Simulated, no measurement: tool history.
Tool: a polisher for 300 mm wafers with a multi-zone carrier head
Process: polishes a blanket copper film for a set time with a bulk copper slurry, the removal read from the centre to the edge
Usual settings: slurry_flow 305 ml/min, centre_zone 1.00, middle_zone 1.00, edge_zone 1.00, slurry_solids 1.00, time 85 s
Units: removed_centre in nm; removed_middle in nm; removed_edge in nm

run     day  slurry_flow  centre_zone  middle_zone  edge_zone  slurry_solids  time  wafers since the last listed run  wafers polished on this pad  hours since the slurry nozzle was cleaned  hours since the centre zone pressure was calibrated  hours since the edge zone pressure was calibrated  hours since the carrier head's membrane was replaced  incoming thickness of the incoming film, nm  removed_centre  removed_middle  removed_edge
  1   0.000          305         1.00         1.00       1.00           1.00    85                                 0                         1296                                      493.9                                                696.9                                              726.4                                                1185.4                                       4079.5           594.0           615.9         604.4
  2   1.029          305         1.00         1.00       1.00           1.00    85                               216                         1513                                      518.6                                                721.6                                              751.1                                                1210.1                                       4075.4           592.6           600.2         603.4
  3   1.658          305         1.00         1.00       0.97           1.00    85                               132                         1646                                      533.7                                                736.7                                              766.2                                                1225.2                                       4097.3           607.7           615.8         599.1
      2.783  -- worn pad replaced by a new one
  4   2.804          305         1.00         1.00       0.97           1.00    85                               206                            4                                      561.2                                                764.2                                              793.7                                                1252.7                                       4001.5           593.9           599.9         594.2
      2.988  -- centre zone pressure recalibrated
  5   4.150          365         1.00         1.00       1.00           1.00    85                               265                          270                                      593.5                                                 27.9                                              826.0                                                1285.0                                       3995.2           613.9           621.4         617.1
  6   5.317          305         1.03         1.12       1.05           1.00   102                               245                          516                                      621.5                                                 55.9                                              854.0                                                1313.0                                       4034.2           735.5           791.1         739.0
  7   6.712          305         1.00         0.96       1.00           1.20    85                               293                          810                                      655.0                                                 89.4                                              887.5                                                1346.5                                       4015.0           624.6           619.7         626.4
  8   7.283          305         1.00         1.00       1.00           1.20    85                               120                          930                                      668.7                                                103.1                                              901.2                                                1360.2                                       4080.3           623.6           641.7         635.9
  9   8.404          305         1.00         1.00       1.00           1.00    85                               236                         1166                                      695.6                                                130.0                                              928.1                                                1387.1                                       4154.3           597.2           621.7         604.5
 10   9.392          305         1.00         1.00       1.00           1.00    85                               207                         1374                                      719.3                                                153.7                                              951.8                                                1410.8                                       3978.6           601.9           605.9         601.5
     10.308  -- slurry nozzle cleaned
 11  10.329          305         1.00         0.92       1.00           1.00    85                               188                         1562                                        0.5                                                176.2                                              974.3                                                1433.3                                       4040.1           604.3           560.3         602.0
     11.483  -- worn pad replaced by a new one
     12.475  -- carrier head's membrane replaced by a new one
 12  13.821          305         1.00         0.92       1.09           0.90    97                               656                          448                                       84.3                                                260.0                                             1058.1                                                  32.3                                       4024.5           664.5           634.7         717.5
     15.617  -- edge zone pressure recalibrated
 13  15.833          305         1.00         1.00       1.00           0.85    85                               406                          854                                      132.6                                                308.3                                                5.2                                                  80.6                                       4053.7           571.6           582.2         581.4
 14  20.312          305         1.00         1.07       1.00           1.25    93                               943                         1798                                      240.1                                                415.8                                              112.7                                                 188.1                                       4065.1           685.1           750.0         689.2
     21.008  -- worn pad replaced by a new one
 15  21.671          305         1.00         1.00       1.00           1.00    85                               250                          139                                      272.7                                                448.4                                              145.3                                                 220.7                                       4046.8           593.1           610.2         612.6
 16  22.575          305         1.00         1.00       0.94           1.00    85                               190                          330                                      294.4                                                470.1                                              167.0                                                 242.4                                       4052.9           593.5           607.9         590.1
 17  24.062          305         1.00         1.00       1.00           1.00    85                               313                          643                                      330.1                                                505.8                                              202.7                                                 278.1                                       4053.8           608.3           614.3         606.2
 18  24.725          305         1.00         1.00       1.00           1.00    85                               139                          783                                      346.0                                                521.7                                              218.6                                                 294.0                                       4068.9           597.6           613.8         609.1
 19  26.175          375         0.91         0.93       1.00           1.00   109                               305                         1088                                      380.8                                                556.5                                              253.4                                                 328.8                                       4108.3           716.7           748.5         795.1
 20  27.521          305         1.00         1.00       0.95           1.00    85                               283                         1371                                      413.1                                                588.8                                              285.7                                                 361.1                                       4015.9           593.9           611.1         587.3

Hidden state at the last listed run before each entry between runs and at the first one after, where it differs:
Between runs 3 and 4: worn pad replaced by a new one (day 2.783)
  no hidden state differs between the two runs
Between runs 4 and 5: centre zone pressure recalibrated (day 2.988)
  no hidden state differs between the two runs
Between runs 10 and 11: slurry nozzle cleaned (day 10.308)
  no hidden state differs between the two runs
Between runs 11 and 12: worn pad replaced by a new one (day 11.483); carrier head's membrane replaced by a new one (day 12.475)
  no hidden state differs between the two runs
Between runs 12 and 13: edge zone pressure recalibrated (day 15.617)
  no hidden state differs between the two runs
Between runs 14 and 15: worn pad replaced by a new one (day 21.008)
  no hidden state differs between the two runs
